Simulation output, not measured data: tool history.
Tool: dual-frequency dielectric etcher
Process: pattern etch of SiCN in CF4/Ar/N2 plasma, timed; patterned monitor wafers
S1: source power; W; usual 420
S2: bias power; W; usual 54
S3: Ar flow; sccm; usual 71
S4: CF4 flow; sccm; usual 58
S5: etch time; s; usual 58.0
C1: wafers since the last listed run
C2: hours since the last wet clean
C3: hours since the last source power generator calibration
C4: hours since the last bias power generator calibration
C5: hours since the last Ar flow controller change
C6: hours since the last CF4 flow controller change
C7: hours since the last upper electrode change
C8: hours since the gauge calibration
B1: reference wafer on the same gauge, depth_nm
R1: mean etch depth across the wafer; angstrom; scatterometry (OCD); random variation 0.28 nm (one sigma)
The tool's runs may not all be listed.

| run | day | S1 | S2 | S3 | S4 | S5 | C1 | C2 | C3 | C4 | C5 | C6 | C7 | C8 | B1 | R1 |
|---|---|---|---|---|---|---|---|---|---|---|---|---|---|---|---|---|
| 1 | 0.000 | 420 | 54 | 71 | 58 | 65.5 | 0 | 374.1 | 2403.6 | 3341.7 | 2959.6 | 1893.2 | 264.3 | 2516.9 | 41.66 | 503.9 |
| 2 | 3.467 | 460 | 54 | 55 | 63 | 41.5 | 720 | 457.3 | 2486.8 | 3424.9 | 3042.8 | 1976.4 | 347.5 | 2600.1 | 41.67 | 367.4 |
| 3 | 5.708 | 420 | 41 | 71 | 58 | 58.0 | 466 | 511.1 | 2540.6 | 3478.7 | 3096.6 | 2030.2 | 401.3 | 2653.9 | 41.69 | 408.7 |
| 4 | 10.158 | 380 | 60 | 66 | 58 | 58.0 | 925 | 617.9 | 2647.4 | 3585.5 | 3203.4 | 2137.0 | 508.1 | 2760.7 | 41.78 | 433.3 |
|  | 16.908 | wet clean of the chamber |
| 5 | 19.642 | 420 | 54 | 56 | 58 | 58.0 | 1763 | 65.6 | 2875.0 | 3813.1 | 3431.0 | 2364.6 | 735.7 | 2988.3 | 41.71 | 454.8 |
| 6 | 21.479 | 420 | 54 | 61 | 58 | 58.0 | 381 | 109.7 | 2919.1 | 3857.2 | 3475.1 | 2408.7 | 779.8 | 3032.4 | 41.64 | 452.7 |
|  | 25.008 | gauge calibrated |
| 7 | 25.725 | 420 | 63 | 61 | 47 | 58.0 | 882 | 211.6 | 3021.0 | 3959.1 | 3577.0 | 2510.6 | 881.7 | 17.2 | 41.63 | 465.3 |
|  | 25.988 | source power generator calibrated |
| 8 | 29.992 | 420 | 54 | 82 | 58 | 58.0 | 852 | 314.0 | 96.1 | 4061.5 | 3679.4 | 2613.0 | 984.1 | 119.6 | 41.74 | 433.8 |
| 9 | 32.333 | 420 | 54 | 71 | 50 | 58.0 | 486 | 370.2 | 152.3 | 4117.7 | 3735.6 | 2669.2 | 1040.3 | 175.8 | 41.73 | 438.3 |
| 10 | 35.167 | 510 | 67 | 60 | 58 | 74.0 | 589 | 438.2 | 220.3 | 4185.7 | 3803.6 | 2737.2 | 1108.3 | 243.8 | 41.68 | 745.8 |
|  | 38.417 | Ar flow controller replaced |
| 11 | 39.075 | 500 | 54 | 71 | 58 | 58.0 | 760 | 532.0 | 314.1 | 4279.5 | 15.8 | 2831.0 | 1202.1 | 337.6 | 41.69 | 519.5 |
|  | 42.450 | CF4 flow controller replaced |
| 12 | 43.146 | 390 | 54 | 71 | 58 | 67.0 | 794 | 629.7 | 411.8 | 4377.2 | 113.5 | 16.7 | 1299.8 | 435.3 | 41.72 | 490.6 |

Run 13 comes next. What will it give?
|  | 46.354 | wet clean of the chamber |
|  | 47.808 | bias power generator calibrated |
| 13 | 49.392 | 420 | 54 | 71 | 58 | 54.5 | 1055 | 72.9 | 561.7 | 38.0 | 263.4 | 166.6 | 1449.7 | 585.2 | ? | ? |

{"run 13": {"B1": 41.71, "R1": 414.0}}
Without the tool's hidden state the same run would have given R1 414.2 angstrom.
